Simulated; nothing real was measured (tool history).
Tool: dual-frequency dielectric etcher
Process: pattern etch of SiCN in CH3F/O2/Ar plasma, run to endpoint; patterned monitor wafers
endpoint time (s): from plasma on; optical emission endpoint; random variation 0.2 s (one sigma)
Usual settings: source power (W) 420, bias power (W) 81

run,day,source power (W),bias power (W),wafers since the last listed run,hours since the last wet clean,hours since the last source power generator calibration,hours since the last bias power generator calibration,hours since the last upper electrode change,"incoming incoming film thickness, nm",endpoint time (s)
1,0,420,81,0,250.1,3594.7,1839.7,2316.8,10.65,25.6
2,0.35,420,81,110,258.5,3603.1,1848.1,2325.2,10.69,25.5
3,0.683,420,81,104,266.5,3611.1,1856.1,2333.2,10.69,25.3
4,1.258,360,81,181,280.3,3624.9,1869.9,2347,10.72,27.5
5,3.329,360,81,652,330,3674.6,1919.6,2396.7,10.57,27.1
6,3.662,370,81,104,338,3682.6,1927.6,2404.7,10.64,26.9
7,4.338,420,86,212,354.2,3698.8,1943.8,2420.9,10.62,24.6
8,4.65,420,81,98,361.7,3706.3,1951.3,2428.4,10.62,25
9,4.929,420,81,87,368.4,3713,1958,2435.1,10.56,25
10,5.371,420,81,139,379,3723.6,1968.6,2445.7,10.61,24.9
11,5.842,420,81,148,390.3,3734.9,1979.9,2457,10.58,25
12,6.283,420,81,139,400.9,3745.5,1990.5,2467.6,10.69,25.4
# day 7.304: upper electrode replaced
13,7.325,420,81,13,425.9,3770.5,2015.5,0.5,10.59,25
14,7.671,420,81,108,434.2,3778.8,2023.8,8.8,10.7,25.3
# day 8.733: wet clean of the chamber
15,8.754,420,81,26,0.5,3804.8,2049.8,34.8,10.5,25.9
# day 9.104: source power generator calibrated
16,9.125,370,98,64,9.4,0.5,2058.7,43.7,10.66,25.9
17,9.325,420,81,62,14.2,5.3,2063.5,48.5,10.66,26.4
18,9.933,420,81,191,28.8,19.9,2078.1,63.1,10.57,26.2
19,10.338,380,98,127,38.5,29.6,2087.8,72.8,10.6,25.6
20,11.038,330,90,220,55.3,46.4,2104.6,89.6,10.62,27.6

The next listed run, before its measurement:
21,11.604,420,81,178,68.9,60,2118.2,103.2,10.54,?

Run 21 gave endpoint time (s) 25.5.
Without the tool's hidden state the same run would have given endpoint time (s) 25.7.

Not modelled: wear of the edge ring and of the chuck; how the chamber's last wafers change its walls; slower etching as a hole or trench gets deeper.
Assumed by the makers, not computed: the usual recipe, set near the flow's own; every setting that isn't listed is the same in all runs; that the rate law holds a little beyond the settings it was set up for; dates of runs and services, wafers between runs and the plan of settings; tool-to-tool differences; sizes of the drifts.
